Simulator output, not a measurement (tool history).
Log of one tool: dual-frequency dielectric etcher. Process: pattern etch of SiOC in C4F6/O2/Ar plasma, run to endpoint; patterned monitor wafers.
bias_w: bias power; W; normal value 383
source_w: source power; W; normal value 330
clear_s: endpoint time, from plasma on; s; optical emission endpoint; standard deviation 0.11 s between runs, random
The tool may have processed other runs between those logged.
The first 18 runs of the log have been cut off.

run,day,bias_w,source_w,"incoming incoming film thickness, nm",clear_s
19,10.1,383,330,39.47,16.9
20,10.775,303,260,39.69,19.9
21,11.258,291,330,40.06,18.3
# day 11.654: source power generator calibrated
22,11.812,451,250,39.51,18
23,12.462,458,370,39.8,16.1
# day 13.675: wet clean of the chamber
24,13.696,287,350,39.69,17.1
25,13.708,463,380,39.76,15
# day 14.833: upper electrode replaced
26,14.854,383,330,39.77,16.5
27,14.867,336,260,39.67,18.4
28,15,383,270,39.86,17.6
29,17.008,460,410,39.99,14.6
30,17.475,467,370,39.86,15.2
31,18.204,467,370,40.13,15.5
32,18.667,473,280,39.96,17

What if the next run were any one of these 4? Each begins from the tool's condition after run 32:
A,18.683,383,330,39.99,?
B,18.683,339,360,39.99,?
C,18.683,478,380,39.99,?
D,18.683,308,390,39.99,?

run,clear_s
A,16.8
B,16.8
C,15.2
D,16.6
With no hidden state in the tool, these same runs would have given:
run,clear_s
A,16.7
B,16.6
C,15.1
D,16.5
